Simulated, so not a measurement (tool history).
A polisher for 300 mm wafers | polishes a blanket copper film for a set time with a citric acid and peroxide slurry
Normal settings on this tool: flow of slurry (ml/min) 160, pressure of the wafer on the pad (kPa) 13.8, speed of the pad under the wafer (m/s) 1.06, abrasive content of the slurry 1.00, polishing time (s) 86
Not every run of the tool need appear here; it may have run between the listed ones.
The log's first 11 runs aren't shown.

run,hour,flow of slurry (ml/min),pressure of the wafer on the pad (kPa),speed of the pad under the wafer (m/s),abrasive content of the slurry,polishing time (s),wafers since the last listed run,wafers polished on this pad,hours since the slurry nozzle was cleaned,hours since the head pressure was calibrated,hours since the slurry blender was calibrated,"incoming thickness of the incoming film, nm",film removed (angstrom)
# hour 802.9: head pressure recalibrated
# hour 835.1: slurry blender recalibrated
# hour 875.1: worn pad replaced by a new one
12,898.0,160,13.8,1.06,1.00,86,1139,281,705.8,95.1,62.9,1223.1,1202
13,989.6,160,13.8,1.06,1.00,86,1127,1408,797.4,186.7,154.5,1206.7,1214
14,1063.7,160,13.8,1.06,1.00,86,911,2320,871.5,260.8,228.6,1224.4,1199
# hour 1093.8: slurry nozzle cleaned
15,1119.3,160,16.5,0.84,1.00,86,671,2992,25.5,316.4,284.2,1207.1,1153
16,1212.9,175,15.9,0.86,0.80,86,1151,4144,119.1,410.0,377.8,1207.6,1115
17,1306.3,190,13.8,1.20,1.10,67,1149,5293,212.5,503.4,471.2,1240.4,1095
# hour 1337.7: worn pad replaced by a new one
# hour 1348.8: slurry blender recalibrated
18,1409.7,160,13.8,1.06,0.85,86,1198,861,315.9,606.8,60.9,1239.1,1169
19,1553.6,160,13.8,1.06,1.00,97,1770,2632,459.8,750.7,204.8,1205.3,1365

Run 20 has not been measured yet. What should we expect?
20,1592.4,160,13.8,1.06,0.70,86,477,3109,498.6,789.5,243.6,1217.4,?

film removed (angstrom): 1136
Were there no unlogged condition in the tool, this run, its random variation unchanged, would have produced film removed (angstrom) 1136.
